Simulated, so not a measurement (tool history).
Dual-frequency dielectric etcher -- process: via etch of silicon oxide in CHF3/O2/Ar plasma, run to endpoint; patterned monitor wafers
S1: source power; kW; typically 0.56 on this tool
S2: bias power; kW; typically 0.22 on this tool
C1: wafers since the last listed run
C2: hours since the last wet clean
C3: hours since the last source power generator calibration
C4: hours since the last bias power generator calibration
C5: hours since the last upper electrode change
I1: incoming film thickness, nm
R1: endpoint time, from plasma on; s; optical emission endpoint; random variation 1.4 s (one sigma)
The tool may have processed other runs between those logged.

run 1 hour=0 | S1=0.46 S2=0.22 | C1=0 C2=367 C3=3310 C4=1377.5 C5=2804.2 | I1=713.3 | R1=340.7
-- hour=0.4 wet clean of the chamber
run 2 hour=55.9 | S1=0.56 S2=0.22 | C1=344 C2=55.5 C3=3365.9 C4=1433.4 C5=2860.1 | I1=723.6 | R1=326.4
run 3 hour=88.4 | S1=0.56 S2=0.22 | C1=201 C2=88 C3=3398.4 C4=1465.9 C5=2892.6 | I1=715.7 | R1=319.3
run 4 hour=191.6 | S1=0.61 S2=0.22 | C1=640 C2=191.2 C3=3501.6 C4=1569.1 C5=2995.8 | I1=718 | R1=313.4
run 5 hour=252.7 | S1=0.61 S2=0.22 | C1=379 C2=252.3 C3=3562.7 C4=1630.2 C5=3056.9 | I1=723.8 | R1=317.5
run 6 hour=311.8 | S1=0.56 S2=0.22 | C1=366 C2=311.4 C3=3621.8 C4=1689.3 C5=3116 | I1=721.1 | R1=326.6
run 7 hour=341.1 | S1=0.56 S2=0.22 | C1=181 C2=340.7 C3=3651.1 C4=1718.6 C5=3145.3 | I1=729 | R1=332
run 8 hour=411.7 | S1=0.56 S2=0.252 | C1=438 C2=411.3 C3=3721.7 C4=1789.2 C5=3215.9 | I1=718.1 | R1=311.2
-- hour=429.2 bias power generator calibrated
-- hour=468 wet clean of the chamber
run 9 hour=468.5 | S1=0.49 S2=0.186 | C1=178 C2=0.5 C3=3778.5 C4=39.3 C5=3272.7 | I1=719.7 | R1=347.9
-- hour=481.8 source power generator calibrated
run 10 hour=516.3 | S1=0.49 S2=0.186 | C1=271 C2=48.3 C3=34.5 C4=87.1 C5=3320.5 | I1=717.5 | R1=348.4
run 11 hour=548.8 | S1=0.49 S2=0.186 | C1=201 C2=80.8 C3=67 C4=119.6 C5=3353 | I1=717.6 | R1=349.1
run 12 hour=599.8 | S1=0.6 S2=0.22 | C1=316 C2=131.8 C3=118 C4=170.6 C5=3404 | I1=725.4 | R1=316.7
run 13 hour=638.8 | S1=0.48 S2=0.22 | C1=242 C2=170.8 C3=157 C4=209.6 C5=3443 | I1=717.7 | R1=337
run 14 hour=690.2 | S1=0.56 S2=0.22 | C1=319 C2=222.2 C3=208.4 C4=261 C5=3494.4 | I1=722.7 | R1=323.7
run 15 hour=752.6 | S1=0.51 S2=0.253 | C1=387 C2=284.6 C3=270.8 C4=323.4 C5=3556.8 | I1=714.5 | R1=314.6
run 16 hour=810.2 | S1=0.61 S2=0.22 | C1=357 C2=342.2 C3=328.4 C4=381 C5=3614.4 | I1=713.5 | R1=313.7
-- hour=837.6 wet clean of the chamber
run 17 hour=867.3 | S1=0.56 S2=0.239 | C1=205 C2=29.7 C3=385.5 C4=438.1 C5=3671.5 | I1=713.7 | R1=307.9
-- hour=908.1 upper electrode replaced
run 18 hour=910.3 | S1=0.49 S2=0.186 | C1=117 C2=72.7 C3=428.5 C4=481.1 C5=2.2 | I1=727.4 | R1=356.9
run 19 hour=947.3 | S1=0.56 S2=0.22 | C1=229 C2=109.7 C3=465.5 C4=518.1 C5=39.2 | I1=709.4 | R1=317.1
run 20 hour=1004.5 | S1=0.48 S2=0.259 | C1=355 C2=166.9 C3=522.7 C4=575.3 C5=96.4 | I1=712.6 | R1=318
run 21 hour=1034 | S1=0.56 S2=0.172 | C1=183 C2=196.4 C3=552.2 C4=604.8 C5=125.9 | I1=716.4 | R1=345.2
run 22 hour=1093 | S1=0.56 S2=0.22 | C1=366 C2=255.4 C3=611.2 C4=663.8 C5=184.9 | I1=722.9 | R1=323.8
run 23 hour=1129.2 | S1=0.68 S2=0.264 | C1=224 C2=291.6 C3=647.4 C4=700 C5=221.1 | I1=718.1 | R1=287.5
run 24 hour=1178.1 | S1=0.56 S2=0.168 | C1=303 C2=340.5 C3=696.3 C4=748.9 C5=270 | I1=714.9 | R1=349.6
run 25 hour=1228.4 | S1=0.52 S2=0.18 | C1=312 C2=390.8 C3=746.6 C4=799.2 C5=320.3 | I1=703.7 | R1=343
-- hour=1262.9 wet clean of the chamber
run 26 hour=1293 | S1=0.66 S2=0.22 | C1=252 C2=30.1 C3=811.2 C4=863.8 C5=384.9 | I1=719.8 | R1=304
run 27 hour=1341.6 | S1=0.56 S2=0.22 | C1=301 C2=78.7 C3=859.8 C4=912.4 C5=433.5 | I1=714.2 | R1=317.3
run 28 hour=1373.5 | S1=0.64 S2=0.18 | C1=198 C2=110.6 C3=891.7 C4=944.3 C5=465.4 | I1=720.6 | R1=327.2
run 29 hour=1419.3 | S1=0.65 S2=0.185 | C1=284 C2=156.4 C3=937.5 C4=990.1 C5=511.2 | I1=724.1 | R1=327.7

What differs in the tool's unlogged condition from the final listed run ahead of each entry between runs to the first listed run following it?
Between runs 1 and 2: wet clean of the chamber (hour 0.4)
  etch rate over this chamber's usual, %: -1.75 -> -0.581
  difference, measured minus the result without the unlogged condition, R1: +6 -> +1.9 s
Between runs 8 and 9: bias power generator calibrated (hour 429.2); wet clean of the chamber (hour 468)
  etch rate over this chamber's usual, %: -2.12 -> -0.199
  difference, measured minus the result without the unlogged condition, R1: +6.6 -> +0.7 s
Between runs 9 and 10: source power generator calibrated (hour 481.8)
  etch rate over this chamber's usual, %: -0.199 -> -0.405
  difference, measured minus the result without the unlogged condition, R1: +0.7 -> +1.4 s
Between runs 16 and 17: wet clean of the chamber (hour 837.6)
  etch rate over this chamber's usual, %: -1.67 -> -0.249
  difference, measured minus the result without the unlogged condition, R1: +5.3 -> +0.8 s
Between runs 17 and 18: upper electrode replaced (hour 908.1)
  etch rate over this chamber's usual, %: -0.249 -> -0.435
  difference, measured minus the result without the unlogged condition, R1: +0.8 -> +1.6 s
Between runs 25 and 26: wet clean of the chamber (hour 1262.9)
  etch rate over this chamber's usual, %: -1.81 -> -0.238
  difference, measured minus the result without the unlogged condition, R1: +6.2 -> +0.7 s
